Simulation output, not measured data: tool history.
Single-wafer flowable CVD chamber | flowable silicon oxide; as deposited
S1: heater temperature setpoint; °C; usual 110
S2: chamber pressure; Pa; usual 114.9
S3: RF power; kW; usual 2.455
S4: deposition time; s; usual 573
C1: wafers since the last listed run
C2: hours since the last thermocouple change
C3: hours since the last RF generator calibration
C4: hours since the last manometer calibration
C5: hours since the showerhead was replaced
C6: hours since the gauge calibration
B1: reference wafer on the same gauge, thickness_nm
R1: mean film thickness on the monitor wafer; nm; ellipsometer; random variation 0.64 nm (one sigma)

Run 1, hour 0: usual settings but S3 2.595 kW, S4 515 s; C1 0; C2 322.5; C3 813.8; C4 373.5; C5 5764.3; C6 1016; B1 277.013. Result: R1 253.947 nm.
Run 2, hour 69.9: usual settings but S3 2.595 kW, S4 515 s; C1 326; C2 392.4; C3 883.7; C4 443.4; C5 5834.2; C6 1085.9; B1 277.041. Result: R1 251.905 nm.
Run 3, hour 346.2: usual settings; C1 1292; C2 668.7; C3 1160; C4 719.7; C5 6110.5; C6 1362.2; B1 277.023. Result: R1 278.488 nm.
Run 4, hour 410.9: usual settings; C1 302; C2 733.4; C3 1224.7; C4 784.4; C5 6175.2; C6 1426.9; B1 276.807. Result: R1 278.448 nm.
Run 5, hour 457.8: usual settings; C1 219; C2 780.3; C3 1271.6; C4 831.3; C5 6222.1; C6 1473.8; B1 277.127. Result: R1 278.175 nm.
Run 6, hour 504.7: usual settings but S4 499 s; C1 219; C2 827.2; C3 1318.5; C4 878.2; C5 6269; C6 1520.7; B1 277.247. Result: R1 242.997 nm.
Run 7, hour 612.4: usual settings but S4 499 s; C1 503; C2 934.9; C3 1426.2; C4 985.9; C5 6376.7; C6 1628.4; B1 276.994. Result: R1 241.996 nm.
At hour 615.1: gauge calibrated.
Run 8, hour 663: usual settings but S4 499 s; C1 236; C2 985.5; C3 1476.8; C4 1036.5; C5 6427.3; C6 47.9; B1 277.117. Result: R1 242.439 nm.
At hour 740.1: capacitance manometer re-zeroed and calibrated.
Run 9, hour 740.6: usual settings; C1 325; C2 1063.1; C3 1554.4; C4 0.5; C5 6504.9; C6 125.5; B1 276.903. Result: R1 279.096 nm.
Run 10, hour 778.2: usual settings; C1 175; C2 1100.7; C3 1592; C4 38.1; C5 6542.5; C6 163.1; B1 276.996. Result: R1 279.421 nm.
Run 11, hour 832.1: usual settings but S2 122.1 Pa; C1 252; C2 1154.6; C3 1645.9; C4 92; C5 6596.4; C6 217; B1 277.081. Result: R1 294.528 nm.
Run 12, hour 877.2: usual settings; C1 210; C2 1199.7; C3 1691; C4 137.1; C5 6641.5; C6 262.1; B1 277.074. Result: R1 278.197 nm.
Run 13, hour 976.6: usual settings but S4 621 s; C1 464; C2 1299.1; C3 1790.4; C4 236.5; C5 6740.9; C6 361.5; B1 277.05. Result: R1 300.409 nm.
Run 14, hour 1031.9: usual settings; C1 258; C2 1354.4; C3 1845.7; C4 291.8; C5 6796.2; C6 416.8; B1 277.03. Result: R1 278.087 nm.
At hour 1126.8: showerhead replaced.
Run 15, hour 1128.3: usual settings but S1 115 °C, S4 610 s; C1 413; C2 1450.8; C3 1942.1; C4 388.2; C5 1.5; C6 513.2; B1 277.011. Result: R1 257.74 nm.
At hour 1209.5: thermocouple changed; heater temperature recalibrated.
Run 16, hour 1230: usual settings but S2 87.1 Pa, S4 605 s; C1 438; C2 20.5; C3 2043.8; C4 489.9; C5 103.2; C6 614.9; B1 277.115. Result: R1 222.73 nm.
At hour 1249.5: RF generator calibrated.
Run 17, hour 1285.3: usual settings but S2 101.7 Pa, S3 2.16 kW, S4 466 s; C1 221; C2 75.8; C3 35.8; C4 545.2; C5 158.5; C6 670.2; B1 277.166. Result: R1 195.631 nm.
Run 18, hour 1335.5: usual settings but S2 137.1 Pa, S3 2.675 kW, S4 512 s; C1 234; C2 126; C3 86; C4 595.4; C5 208.7; C6 720.4; B1 276.861. Result: R1 299.08 nm.
Run 19, hour 1438.5: usual settings but S1 100 °C, S3 2.615 kW, S4 633 s; C1 481; C2 229; C3 189; C4 698.4; C5 311.7; C6 823.4; B1 277.159. Result: R1 416.479 nm.
Run 20, hour 1490: usual settings but S2 139.1 Pa; C1 240; C2 280.5; C3 240.5; C4 749.9; C5 363.2; C6 874.9; B1 277.109. Result: R1 335.731 nm.
Run 21, hour 1560.5: usual settings but S4 603 s; C1 329; C2 351; C3 311; C4 820.4; C5 433.7; C6 945.4; B1 277.153. Result: R1 292.805 nm.
Run 22, hour 1642.6: usual settings but S2 133.1 Pa; C1 384; C2 433.1; C3 393.1; C4 902.5; C5 515.8; C6 1027.5; B1 276.859. Result: R1 321.163 nm.

Forecast each of these 3 alternatives for the next run:
Run A, hour 1643.2: usual settings but S1 106 °C; C1 2; C2 433.7; C3 393.7; C4 903.1; C5 516.4; C6 1028.1; B1 ?. Result: R1 ?.
Run B, hour 1643.2: usual settings but S3 2.19 kW; C1 2; C2 433.7; C3 393.7; C4 903.1; C5 516.4; C6 1028.1; B1 ?. Result: R1 ?.
Run C, hour 1643.2: usual settings but S1 124 °C, S2 139.2 Pa, S3 2.175 kW, S4 606 s; C1 2; C2 433.7; C3 393.7; C4 903.1; C5 516.4; C6 1028.1; B1 ?. Result: R1 ?.

run       B1       R1
  A  276.746  312.781
  B  276.746  272.586
  C  276.746  239.771
Without the tool's hidden state the same runs would have given:
run       R1
  A  312.781
  B  272.586
  C  239.771
